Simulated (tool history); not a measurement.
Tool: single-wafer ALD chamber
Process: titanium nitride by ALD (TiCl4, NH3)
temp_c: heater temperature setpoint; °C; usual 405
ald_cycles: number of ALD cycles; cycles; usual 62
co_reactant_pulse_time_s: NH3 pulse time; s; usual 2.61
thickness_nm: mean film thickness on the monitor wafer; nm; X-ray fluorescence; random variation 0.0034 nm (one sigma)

run	hour	temp_c	ald_cycles	co_reactant_pulse_time_s	read-back reference wafer on the same gauge, thickness_nm	thickness_nm
1	0	405	62	2.61	1.111	1.347
2	29.8	405	62	2.61	1.11	1.341
3	87.8	405	62	3.04	1.11	1.343
4	103.4	405	62	3.04	1.11	1.345
5	135.8	405	62	3.04	1.111	1.35
6	164.1	405	62	1.86	1.11	1.322
7	193.7	405	62	1.86	1.11	1.325
8	226.4	405	69	3.17	1.11	1.5
# hour 245.7: showerhead replaced
9	246.2	405	62	3.54	1.111	1.353
10	263.6	414	53	2.3	1.11	1.139
# hour 311.8: thermocouple changed; heater temperature recalibrated
# hour 328.4: gauge calibrated
11	330.2	415	62	2.61	1.11	1.348
12	425.4	415	69	1.87	1.11	1.486
13	457.7	414	53	2.3	1.11	1.141
14	475.6	390	67	2.26	1.111	1.432
15	499.6	392	56	1.62	1.111	1.169

Forecast each of these 3 alternatives for the next run:
A	500.1	405	62	2.61	?	?
B	500.1	405	74	1.89	?	?
C	500.1	405	67	2.61	?	?

run	read-back reference wafer on the same gauge, thickness_nm	thickness_nm
A	1.109	1.344
B	1.109	1.583
C	1.109	1.452
Without the tool's hidden state the same runs would have given:
run	thickness_nm
A	1.344
B	1.583
C	1.452
